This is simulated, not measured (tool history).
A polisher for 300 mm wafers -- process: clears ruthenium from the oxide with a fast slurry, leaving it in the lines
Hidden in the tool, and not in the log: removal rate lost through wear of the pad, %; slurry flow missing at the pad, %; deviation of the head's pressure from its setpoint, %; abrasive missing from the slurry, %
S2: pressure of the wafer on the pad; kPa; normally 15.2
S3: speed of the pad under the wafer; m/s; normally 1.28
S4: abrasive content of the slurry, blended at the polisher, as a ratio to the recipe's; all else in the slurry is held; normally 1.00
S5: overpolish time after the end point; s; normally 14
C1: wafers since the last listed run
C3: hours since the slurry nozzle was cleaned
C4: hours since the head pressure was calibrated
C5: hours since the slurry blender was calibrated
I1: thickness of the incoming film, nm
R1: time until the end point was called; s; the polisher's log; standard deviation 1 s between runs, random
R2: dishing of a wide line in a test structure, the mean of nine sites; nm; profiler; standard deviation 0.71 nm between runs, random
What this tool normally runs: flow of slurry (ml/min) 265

run 1 hour=0.0 | flow_of_slurry_(ml/min)=265 S2=15.2 S3=1.28 S4=1.00 S5=18 | C1=0 wafers_polished_on_this_pad=234 C3=178.5 C4=594.5 C5=39.5 | I1=269.1 | R1=58.7 R2=58.6
run 2 hour=73.9 | flow_of_slurry_(ml/min)=265 S2=15.2 S3=1.28 S4=1.00 S5=18 | C1=434 wafers_polished_on_this_pad=669 C3=252.4 C4=668.4 C5=113.4 | I1=269.9 | R1=61.8 R2=54.7
-- hour=144.0 head pressure recalibrated
run 3 hour=173.1 | flow_of_slurry_(ml/min)=265 S2=15.2 S3=1.28 S4=1.00 S5=18 | C1=572 wafers_polished_on_this_pad=1241 C3=351.6 C4=29.1 C5=212.6 | I1=267.7 | R1=63.2 R2=52.3
-- hour=210.6 slurry nozzle cleaned
-- hour=276.1 slurry blender recalibrated
run 4 hour=277.4 | flow_of_slurry_(ml/min)=265 S2=15.2 S3=1.28 S4=1.15 S5=14 | C1=596 wafers_polished_on_this_pad=1837 C3=66.8 C4=133.4 C5=1.3 | I1=272.8 | R1=55.8 R2=49.2
run 5 hour=313.8 | flow_of_slurry_(ml/min)=265 S2=15.2 S3=1.28 S4=1.00 S5=14 | C1=214 wafers_polished_on_this_pad=2051 C3=103.2 C4=169.8 C5=37.7 | I1=269.8 | R1=61.8 R2=44.3
-- hour=330.2 worn pad replaced by a new one
run 6 hour=379.4 | flow_of_slurry_(ml/min)=265 S2=15.2 S3=1.28 S4=1.00 S5=14 | C1=362 wafers_polished_on_this_pad=289 C3=168.8 C4=235.4 C5=103.3 | I1=272.0 | R1=63.1 R2=43.6
-- hour=540.8 slurry nozzle cleaned
-- hour=595.0 slurry blender recalibrated
-- hour=627.3 worn pad replaced by a new one
run 7 hour=678.1 | flow_of_slurry_(ml/min)=265 S2=15.2 S3=1.28 S4=1.00 S5=14 | C1=1716 wafers_polished_on_this_pad=299 C3=137.3 C4=534.1 C5=83.1 | I1=272.1 | R1=64.0 R2=43.8
run 8 hour=765.0 | flow_of_slurry_(ml/min)=265 S2=15.2 S3=1.28 S4=1.00 S5=14 | C1=511 wafers_polished_on_this_pad=810 C3=224.2 C4=621.0 C5=170.0 | I1=276.0 | R1=64.5 R2=44.3
-- hour=778.1 head pressure recalibrated
run 9 hour=853.0 | flow_of_slurry_(ml/min)=265 S2=15.2 S3=1.28 S4=1.00 S5=14 | C1=506 wafers_polished_on_this_pad=1316 C3=312.2 C4=74.9 C5=258.0 | I1=264.3 | R1=65.4 R2=42.3
run 10 hour=919.1 | flow_of_slurry_(ml/min)=265 S2=15.2 S3=1.28 S4=1.00 S5=14 | C1=389 wafers_polished_on_this_pad=1705 C3=378.3 C4=141.0 C5=324.1 | I1=270.6 | R1=70.3 R2=41.2
-- hour=924.0 slurry nozzle cleaned
-- hour=930.2 slurry blender recalibrated
run 11 hour=980.4 | flow_of_slurry_(ml/min)=265 S2=15.2 S3=1.28 S4=1.00 S5=14 | C1=343 wafers_polished_on_this_pad=2048 C3=56.4 C4=202.3 C5=50.2 | I1=273.7 | R1=60.1 R2=45.2
-- hour=993.3 worn pad replaced by a new one
run 12 hour=1059.8 | flow_of_slurry_(ml/min)=185 S2=15.2 S3=1.14 S4=1.00 S5=14 | C1=443 wafers_polished_on_this_pad=391 C3=135.8 C4=281.7 C5=129.6 | I1=271.8 | R1=69.7 R2=39.3
run 13 hour=1110.0 | flow_of_slurry_(ml/min)=265 S2=11.0 S3=1.08 S4=0.90 S5=14 | C1=295 wafers_polished_on_this_pad=686 C3=186.0 C4=331.9 C5=179.8 | I1=270.4 | R1=106.5 R2=27.3
run 14 hour=1196.7 | flow_of_slurry_(ml/min)=265 S2=15.2 S3=1.28 S4=1.00 S5=14 | C1=510 wafers_polished_on_this_pad=1196 C3=272.7 C4=418.6 C5=266.5 | I1=271.2 | R1=65.7 R2=41.2
-- hour=1234.5 slurry blender recalibrated
run 15 hour=1255.3 | flow_of_slurry_(ml/min)=230 S2=15.2 S3=1.62 S4=1.20 S5=9 | C1=333 wafers_polished_on_this_pad=1529 C3=331.3 C4=477.2 C5=20.8 | I1=270.3 | R1=45.2 R2=41.1
-- hour=1263.3 slurry nozzle cleaned
-- hour=1322.0 worn pad replaced by a new one
run 16 hour=1340.0 | flow_of_slurry_(ml/min)=265 S2=17.9 S3=1.28 S4=0.90 S5=14 | C1=469 wafers_polished_on_this_pad=106 C3=76.7 C4=561.9 C5=105.5 | I1=267.9 | R1=57.9 R2=48.2
run 17 hour=1392.6 | flow_of_slurry_(ml/min)=265 S2=15.2 S3=1.28 S4=0.85 S5=14 | C1=309 wafers_polished_on_this_pad=415 C3=129.3 C4=614.5 C5=158.1 | I1=270.1 | R1=72.9 R2=39.0
run 18 hour=1444.9 | flow_of_slurry_(ml/min)=265 S2=15.2 S3=1.28 S4=1.00 S5=14 | C1=307 wafers_polished_on_this_pad=723 C3=181.6 C4=666.8 C5=210.4 | I1=268.4 | R1=63.1 R2=42.0
run 19 hour=1508.4 | flow_of_slurry_(ml/min)=265 S2=15.2 S3=1.28 S4=1.00 S5=14 | C1=373 wafers_polished_on_this_pad=1097 C3=245.1 C4=730.3 C5=273.9 | I1=272.0 | R1=67.3 R2=40.4
-- hour=1588.7 slurry blender recalibrated
run 20 hour=1591.5 | flow_of_slurry_(ml/min)=265 S2=15.2 S3=1.28 S4=1.10 S5=14 | C1=477 wafers_polished_on_this_pad=1574 C3=328.2 C4=813.4 C5=2.8 | I1=266.1 | R1=55.3 R2=49.0
-- hour=1623.0 head pressure recalibrated
-- hour=1639.4 slurry nozzle cleaned
-- hour=1653.8 worn pad replaced by a new one
run 21 hour=1695.8 | flow_of_slurry_(ml/min)=340 S2=15.2 S3=1.28 S4=1.00 S5=14 | C1=572 wafers_polished_on_this_pad=247 C3=56.4 C4=72.8 C5=107.1 | I1=270.4 | R1=59.9 R2=45.5

4 ways to go on from here, each from the tool as it stands after run 21. What would each give?
run A hour=1696.2 | flow_of_slurry_(ml/min)=265 S2=15.2 S3=1.28 S4=1.00 S5=10 | C1=2 wafers_polished_on_this_pad=249 C3=56.8 C4=73.2 C5=107.5 | I1=266.2 | R1=? R2=?
run B hour=1696.2 | flow_of_slurry_(ml/min)=220 S2=16.5 S3=1.28 S4=1.00 S5=14 | C1=2 wafers_polished_on_this_pad=249 C3=56.8 C4=73.2 C5=107.5 | I1=266.2 | R1=? R2=?
run C hour=1696.2 | flow_of_slurry_(ml/min)=265 S2=15.2 S3=0.96 S4=1.00 S5=14 | C1=2 wafers_polished_on_this_pad=249 C3=56.8 C4=73.2 C5=107.5 | I1=266.2 | R1=? R2=?
run D hour=1696.2 | flow_of_slurry_(ml/min)=265 S2=20.0 S3=1.28 S4=1.00 S5=14 | C1=2 wafers_polished_on_this_pad=249 C3=56.8 C4=73.2 C5=107.5 | I1=266.2 | R1=? R2=?

run=A R1=61.3 R2=33.1
run=B R1=57.7 R2=47.3
run=C R1=75.9 R2=37.0
run=D R1=47.0 R2=56.4
Without the tool's unlogged condition, the same runs would have read:
run=A R1=59.0 R2=34.2
run=B R1=55.6 R2=48.8
run=C R1=73.1 R2=38.3
run=D R1=45.3 R2=58.3
